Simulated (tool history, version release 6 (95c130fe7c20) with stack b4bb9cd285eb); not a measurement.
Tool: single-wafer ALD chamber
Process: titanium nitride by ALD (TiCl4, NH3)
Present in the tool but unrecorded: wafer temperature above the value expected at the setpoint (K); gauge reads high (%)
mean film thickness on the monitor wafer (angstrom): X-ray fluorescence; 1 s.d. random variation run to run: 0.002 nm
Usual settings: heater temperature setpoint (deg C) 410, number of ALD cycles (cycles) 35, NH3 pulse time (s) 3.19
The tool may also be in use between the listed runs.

| run | hour | heater temperature setpoint (deg C) | number of ALD cycles (cycles) | NH3 pulse time (s) | wafers since the last listed run | hours since the last thermocouple change | hours since the showerhead was replaced | hours since the gauge calibration | read-back reference wafer on the same gauge, thickness_nm | mean film thickness on the monitor wafer (angstrom) |
|---|---|---|---|---|---|---|---|---|---|---|
| 1 | 0 | 410 | 35 | 3.19 | 0 | 660.2 | 7021.6 | 17.8 | 0.922 | 8.09 |
| 2 | 23.3 | 410 | 35 | 3.19 | 82 | 683.5 | 7044.9 | 41.1 | 0.922 | 8.08 |
| 3 | 58 | 410 | 35 | 3.19 | 123 | 718.2 | 7079.6 | 75.8 | 0.922 | 8.07 |
| 4 | 87.1 | 410 | 35 | 3.19 | 103 | 747.3 | 7108.7 | 104.9 | 0.922 | 8.07 |
| 5 | 100 | 410 | 32 | 3.19 | 45 | 760.2 | 7121.6 | 117.8 | 0.922 | 7.39 |
| 6 | 116.3 | 410 | 35 | 3.19 | 57 | 776.5 | 7137.9 | 134.1 | 0.922 | 8.09 |
| 7 | 143.7 | 410 | 35 | 3.19 | 97 | 803.9 | 7165.3 | 161.5 | 0.922 | 8.06 |
| 8 | 178 | 410 | 37 | 3.19 | 121 | 838.2 | 7199.6 | 195.8 | 0.922 | 8.56 |
| 9 | 192.6 | 410 | 37 | 3.19 | 51 | 852.8 | 7214.2 | 210.4 | 0.922 | 8.55 |
| 10 | 217.1 | 410 | 37 | 3.19 | 86 | 877.3 | 7238.7 | 234.9 | 0.923 | 8.57 |
| 11 | 248.8 | 410 | 30 | 3.19 | 112 | 909 | 7270.4 | 266.6 | 0.922 | 6.9 |
| 12 | 263.1 | 410 | 30 | 3.19 | 50 | 923.3 | 7284.7 | 280.9 | 0.922 | 6.93 |
| 13 | 281 | 420 | 35 | 3.19 | 63 | 941.2 | 7302.6 | 298.8 | 0.922 | 8.11 |
| 14 | 315.1 | 410 | 35 | 3.19 | 121 | 975.3 | 7336.7 | 332.9 | 0.922 | 8.07 |
| 15 | 360.9 | 410 | 35 | 3.19 | 162 | 1021.1 | 7382.5 | 378.7 | 0.922 | 8.08 |
| 16 | 388.2 | 410 | 38 | 3.19 | 96 | 1048.4 | 7409.8 | 406 | 0.922 | 8.75 |
| 17 | 409.5 | 416 | 33 | 3.19 | 75 | 1069.7 | 7431.1 | 427.3 | 0.922 | 7.61 |
|  | 430.8 | showerhead replaced |
| 18 | 440.3 | 410 | 35 | 3.89 | 80 | 1100.5 | 9.5 | 458.1 | 0.922 | 8.14 |
| 19 | 461 | 404 | 30 | 3.86 | 73 | 1121.2 | 30.2 | 478.8 | 0.922 | 6.95 |
| 20 | 481.2 | 410 | 37 | 2.35 | 71 | 1141.4 | 50.4 | 499 | 0.922 | 8.49 |
| 21 | 510.5 | 401 | 39 | 2.67 | 104 | 1170.7 | 79.7 | 528.3 | 0.922 | 8.94 |
| 22 | 525.7 | 403 | 41 | 3.19 | 53 | 1185.9 | 94.9 | 543.5 | 0.922 | 9.47 |
| 23 | 557.5 | 410 | 35 | 3.19 | 112 | 1217.7 | 126.7 | 575.3 | 0.922 | 8.1 |
|  | 562.8 | gauge calibrated |
| 24 | 580.8 | 410 | 35 | 3.19 | 82 | 1241 | 150 | 18 | 0.923 | 8.06 |
|  | 589.5 | thermocouple changed; heater temperature recalibrated |
| 25 | 610 | 402 | 35 | 2.29 | 75 | 20.5 | 179.2 | 47.2 | 0.922 | 8.01 |
| 26 | 625.5 | 410 | 35 | 3.19 | 55 | 36 | 194.7 | 62.7 | 0.922 | 8.08 |
| 27 | 641.4 | 410 | 35 | 2.43 | 56 | 51.9 | 210.6 | 78.6 | 0.922 | 8.03 |
| 28 | 654.9 | 398 | 29 | 3.57 | 47 | 65.4 | 224.1 | 92.1 | 0.922 | 6.71 |
| 29 | 677.7 | 410 | 35 | 3.19 | 80 | 88.2 | 246.9 | 114.9 | 0.922 | 8.08 |
| 30 | 704.1 | 403 | 30 | 1.94 | 93 | 114.6 | 273.3 | 141.3 | 0.922 | 6.85 |
| 31 | 739.3 | 415 | 39 | 2.81 | 124 | 149.8 | 308.5 | 176.5 | 0.922 | 9.01 |

Give the tool's hidden conditions for every run:
wafer temperature above the value expected at the setpoint (K): 0 on each run
gauge reads high (%): 0 on each run
